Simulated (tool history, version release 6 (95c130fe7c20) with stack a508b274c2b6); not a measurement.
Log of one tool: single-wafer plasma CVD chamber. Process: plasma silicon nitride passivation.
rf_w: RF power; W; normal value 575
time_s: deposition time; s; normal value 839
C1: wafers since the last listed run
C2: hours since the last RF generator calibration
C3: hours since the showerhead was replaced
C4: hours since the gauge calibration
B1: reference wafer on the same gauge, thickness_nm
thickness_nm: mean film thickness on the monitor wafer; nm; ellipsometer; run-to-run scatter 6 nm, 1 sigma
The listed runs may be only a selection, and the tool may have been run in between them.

{"run": 1, "day": 0.0, "rf_w": 575, "time_s": 839, "C1": 0, "C2": 249.8, "C3": 6141.4, "C4": 602.7, "B1": 1691.485, "thickness_nm": 1446.896}
{"run": 2, "day": 2.038, "rf_w": 575, "time_s": 839, "C1": 97, "C2": 298.7, "C3": 6190.3, "C4": 651.6, "B1": 1689.949, "thickness_nm": 1455.124}
{"run": 3, "day": 4.738, "rf_w": 575, "time_s": 839, "C1": 129, "C2": 363.5, "C3": 6255.1, "C4": 716.4, "B1": 1689.301, "thickness_nm": 1444.916}
{"run": 4, "day": 6.067, "rf_w": 575, "time_s": 839, "C1": 63, "C2": 395.4, "C3": 6287, "C4": 748.3, "B1": 1686.835, "thickness_nm": 1446.716}
{"run": 5, "day": 7.854, "rf_w": 575, "time_s": 839, "C1": 85, "C2": 438.3, "C3": 6329.9, "C4": 791.2, "B1": 1687.468, "thickness_nm": 1450.709}
{"run": 6, "day": 9.121, "rf_w": 655, "time_s": 839, "C1": 60, "C2": 468.7, "C3": 6360.3, "C4": 821.6, "B1": 1691.894, "thickness_nm": 1487.719}
{"run": 7, "day": 10.779, "rf_w": 575, "time_s": 839, "C1": 79, "C2": 508.5, "C3": 6400.1, "C4": 861.4, "B1": 1691.171, "thickness_nm": 1447.854}
{"run": 8, "day": 11.917, "rf_w": 575, "time_s": 839, "C1": 54, "C2": 535.8, "C3": 6427.4, "C4": 888.7, "B1": 1688.13, "thickness_nm": 1433.848}
{"run": 9, "day": 12.962, "rf_w": 575, "time_s": 839, "C1": 50, "C2": 560.9, "C3": 6452.5, "C4": 913.8, "B1": 1690.973, "thickness_nm": 1430.498}
{"run": 10, "day": 14.671, "rf_w": 575, "time_s": 839, "C1": 82, "C2": 601.9, "C3": 6493.5, "C4": 954.8, "B1": 1690.784, "thickness_nm": 1436.72}
{"run": 11, "day": 17.433, "rf_w": 575, "time_s": 839, "C1": 132, "C2": 668.2, "C3": 6559.8, "C4": 1021.1, "B1": 1690.306, "thickness_nm": 1439.576}
{"day": 24.258, "done": "RF generator calibrated"}
{"run": 12, "day": 25.708, "rf_w": 575, "time_s": 839, "C1": 381, "C2": 34.8, "C3": 6758.4, "C4": 1219.7, "B1": 1689.109, "thickness_nm": 1467.968}
{"run": 13, "day": 29.283, "rf_w": 575, "time_s": 839, "C1": 171, "C2": 120.6, "C3": 6844.2, "C4": 1305.5, "B1": 1691.548, "thickness_nm": 1447.239}
{"run": 14, "day": 31.708, "rf_w": 480, "time_s": 889, "C1": 116, "C2": 178.8, "C3": 6902.4, "C4": 1363.7, "B1": 1690.692, "thickness_nm": 1462.425}
{"run": 15, "day": 33.908, "rf_w": 575, "time_s": 839, "C1": 105, "C2": 231.6, "C3": 6955.2, "C4": 1416.5, "B1": 1691.31, "thickness_nm": 1449.238}
{"day": 34.733, "done": "gauge calibrated"}
{"run": 16, "day": 35.358, "rf_w": 635, "time_s": 976, "C1": 69, "C2": 266.4, "C3": 6990, "C4": 15, "B1": 1688.778, "thickness_nm": 1735.601}
{"run": 17, "day": 37.904, "rf_w": 685, "time_s": 712, "C1": 122, "C2": 327.5, "C3": 7051.1, "C4": 76.1, "B1": 1689.699, "thickness_nm": 1289.926}
{"run": 18, "day": 39.329, "rf_w": 575, "time_s": 723, "C1": 68, "C2": 361.7, "C3": 7085.3, "C4": 110.3, "B1": 1690.065, "thickness_nm": 1245.126}
{"day": 40.754, "done": "showerhead replaced"}
{"run": 19, "day": 40.775, "rf_w": 575, "time_s": 839, "C1": 53, "C2": 396.4, "C3": 0.5, "C4": 145, "B1": 1688.558, "thickness_nm": 1451.987}
{"run": 20, "day": 48.958, "rf_w": 525, "time_s": 839, "C1": 392, "C2": 592.8, "C3": 196.9, "C4": 341.4, "B1": 1690.51, "thickness_nm": 1397.673}
{"run": 21, "day": 51.254, "rf_w": 575, "time_s": 934, "C1": 110, "C2": 647.9, "C3": 252, "C4": 396.5, "B1": 1688.91, "thickness_nm": 1599.506}
{"run": 22, "day": 59.546, "rf_w": 575, "time_s": 839, "C1": 398, "C2": 846.9, "C3": 451, "C4": 595.5, "B1": 1687.054, "thickness_nm": 1418.636}
{"day": 60.604, "done": "RF generator calibrated"}
{"run": 23, "day": 61.221, "rf_w": 530, "time_s": 754, "C1": 64, "C2": 14.8, "C3": 491.2, "C4": 635.7, "B1": 1688.413, "thickness_nm": 1289.869}
{"run": 24, "day": 62.55, "rf_w": 620, "time_s": 712, "C1": 63, "C2": 46.7, "C3": 523.1, "C4": 667.6, "B1": 1688.358, "thickness_nm": 1263.249}
{"run": 25, "day": 63.917, "rf_w": 575, "time_s": 839, "C1": 65, "C2": 79.5, "C3": 555.9, "C4": 700.4, "B1": 1687.289, "thickness_nm": 1453.573}
{"run": 26, "day": 66.546, "rf_w": 575, "time_s": 839, "C1": 126, "C2": 142.6, "C3": 619, "C4": 763.5, "B1": 1690.727, "thickness_nm": 1457.559}

Run-by-run hidden state of the tool:
gauge reads high (%): 0 on each run
H1: delivered RF power above the setpoint (%)
run=1 H1=-3.32
run=2 H1=-3.77
run=3 H1=-4.38
run=4 H1=-4.67
run=5 H1=-5.07
run=6 H1=-5.36
run=7 H1=-5.73
run=8 H1=-5.98
run=9 H1=-6.21
run=10 H1=-6.59
run=11 H1=-7.21
run=12 H1=-0.799
run=13 H1=-1.6
run=14 H1=-2.14
run=15 H1=-2.63
run=16 H1=-2.95
run=17 H1=-3.52
run=18 H1=-3.84
run=19 H1=-4.16
run=20 H1=-5.99
run=21 H1=-6.5
run=22 H1=-8.35
run=23 H1=-0.25
run=24 H1=-0.547
run=25 H1=-0.852
run=26 H1=-1.44
